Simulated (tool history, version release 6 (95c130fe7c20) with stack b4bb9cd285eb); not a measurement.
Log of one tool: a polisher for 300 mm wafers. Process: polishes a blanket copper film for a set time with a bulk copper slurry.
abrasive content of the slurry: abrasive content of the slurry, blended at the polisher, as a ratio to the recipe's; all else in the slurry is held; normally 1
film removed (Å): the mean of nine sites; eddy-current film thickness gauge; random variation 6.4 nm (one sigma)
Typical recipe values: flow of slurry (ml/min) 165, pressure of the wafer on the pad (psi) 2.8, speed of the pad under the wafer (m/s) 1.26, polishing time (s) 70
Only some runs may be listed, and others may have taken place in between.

| run | hour | flow of slurry (ml/min) | pressure of the wafer on the pad (psi) | speed of the pad under the wafer (m/s) | abrasive content of the slurry | polishing time (s) | incoming thickness of the incoming film, nm | film removed (Å) |
|---|---|---|---|---|---|---|---|---|
| 1 | 0 | 165 | 2.8 | 1.26 | 1 | 70 | 2619.1 | 6395 |
| 2 | 11.9 | 165 | 2.8 | 1.26 | 1 | 70 | 2588.9 | 6262 |
|  | 26.9 | worn pad replaced by a new one |
| 3 | 28.7 | 165 | 2.8 | 1.26 | 1 | 70 | 2561.6 | 6675 |
| 4 | 61.3 | 145 | 2.8 | 1.26 | 1 | 70 | 2586.1 | 6109 |
| 5 | 70.7 | 145 | 2.8 | 1.26 | 1 | 70 | 2565.8 | 6025 |
| 6 | 83.4 | 165 | 2.8 | 1.12 | 1 | 70 | 2583.2 | 5577 |
|  | 100.1 | head pressure recalibrated |
| 7 | 101 | 165 | 3.2 | 1.56 | 1 | 70 | 2550.8 | 8929 |
| 8 | 109.1 | 165 | 2.8 | 1.26 | 1.2 | 70 | 2584.1 | 6440 |
|  | 119.7 | slurry nozzle cleaned |
| 9 | 122.6 | 165 | 2.8 | 1.26 | 1.2 | 70 | 2544.2 | 7225 |
|  | 125.2 | slurry blender recalibrated |
| 10 | 135.3 | 165 | 2.8 | 1.26 | 1 | 80 | 2576 | 8003 |
| 11 | 149.5 | 195 | 3.1 | 1.26 | 0.9 | 70 | 2557.2 | 7896 |
| 12 | 157.1 | 165 | 3.2 | 1.26 | 1 | 60 | 2594.8 | 6911 |
| 13 | 165.2 | 165 | 2.8 | 1.26 | 1 | 70 | 2513.9 | 6900 |

Run 14, settings as shown, results not yet in. Your forecast:
|  | 176.9 | worn pad replaced by a new one |
| 14 | 177.4 | 165 | 2.8 | 1.26 | 0.9 | 82 | 2575.9 | ? |

For run 14 the tool returned film removed (Å) 8306.
If the tool had no hidden condition, the same run with the same run-to-run variation would have returned film removed (Å) 8372.
